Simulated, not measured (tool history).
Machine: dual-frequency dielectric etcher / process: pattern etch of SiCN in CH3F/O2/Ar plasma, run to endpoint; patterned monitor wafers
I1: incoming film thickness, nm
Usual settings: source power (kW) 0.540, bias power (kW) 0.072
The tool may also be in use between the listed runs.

{"run": 1, "hour": 0.0, "source power (kW)": 0.6, "bias power (kW)": 0.072, "I1": 7.23, "endpoint time (s)": 15.7}
{"run": 2, "hour": 15.9, "source power (kW)": 0.54, "bias power (kW)": 0.072, "I1": 7.25, "endpoint time (s)": 16.3}
{"run": 3, "hour": 38.6, "source power (kW)": 0.54, "bias power (kW)": 0.072, "I1": 7.2, "endpoint time (s)": 16.0}
{"run": 4, "hour": 58.3, "source power (kW)": 0.51, "bias power (kW)": 0.072, "I1": 7.21, "endpoint time (s)": 16.5}
{"run": 5, "hour": 76.7, "source power (kW)": 0.51, "bias power (kW)": 0.072, "I1": 7.17, "endpoint time (s)": 16.5}
{"hour": 133.3, "done": "upper electrode replaced"}
{"run": 6, "hour": 133.8, "source power (kW)": 0.51, "bias power (kW)": 0.072, "I1": 7.18, "endpoint time (s)": 16.3}
{"run": 7, "hour": 138.2, "source power (kW)": 0.54, "bias power (kW)": 0.072, "I1": 7.27, "endpoint time (s)": 16.3}
{"hour": 156.9, "done": "source power generator calibrated"}
{"run": 8, "hour": 171.1, "source power (kW)": 0.54, "bias power (kW)": 0.072, "I1": 7.16, "endpoint time (s)": 16.1}
{"hour": 195.6, "done": "wet clean of the chamber"}
{"run": 9, "hour": 198.3, "source power (kW)": 0.54, "bias power (kW)": 0.072, "I1": 7.18, "endpoint time (s)": 15.5}
{"run": 10, "hour": 222.9, "source power (kW)": 0.54, "bias power (kW)": 0.072, "I1": 7.19, "endpoint time (s)": 15.4}
{"hour": 259.9, "done": "wet clean of the chamber, repeated, since the last time left the tool worse"}
{"run": 11, "hour": 260.4, "source power (kW)": 0.54, "bias power (kW)": 0.072, "I1": 7.18, "endpoint time (s)": 16.4}
{"run": 12, "hour": 274.7, "source power (kW)": 0.54, "bias power (kW)": 0.072, "I1": 7.12, "endpoint time (s)": 16.4}
{"run": 13, "hour": 303.7, "source power (kW)": 0.44, "bias power (kW)": 0.058, "I1": 7.22, "endpoint time (s)": 18.7}
{"hour": 329.3, "done": "bias power generator calibrated"}
{"run": 14, "hour": 332.9, "source power (kW)": 0.42, "bias power (kW)": 0.063, "I1": 7.2, "endpoint time (s)": 18.4}
{"run": 15, "hour": 353.8, "source power (kW)": 0.62, "bias power (kW)": 0.083, "I1": 7.23, "endpoint time (s)": 15.0}
{"run": 16, "hour": 384.3, "source power (kW)": 0.65, "bias power (kW)": 0.09, "I1": 7.23, "endpoint time (s)": 14.3}
{"run": 17, "hour": 417.3, "source power (kW)": 0.47, "bias power (kW)": 0.089, "I1": 7.24, "endpoint time (s)": 16.0}
{"run": 18, "hour": 440.7, "source power (kW)": 0.54, "bias power (kW)": 0.089, "I1": 7.22, "endpoint time (s)": 15.3}

Give the tool's hidden conditions for every run:
source power that arrives over what is set, %: 0 in every run
bias power that arrives over what is set, %: 0 in every run
H1: etch rate over this chamber's usual, %
run=1 H1=1.85
run=2 H1=1.99
run=3 H1=2.18
run=4 H1=2.36
run=5 H1=2.52
run=6 H1=3.02
run=7 H1=3.05
run=8 H1=3.34
run=9 H1=6.37
run=10 H1=6.58
run=11 H1=0.229
run=12 H1=0.354
run=13 H1=0.607
run=14 H1=0.863
run=15 H1=1.05
run=16 H1=1.31
run=17 H1=1.6
run=18 H1=1.8
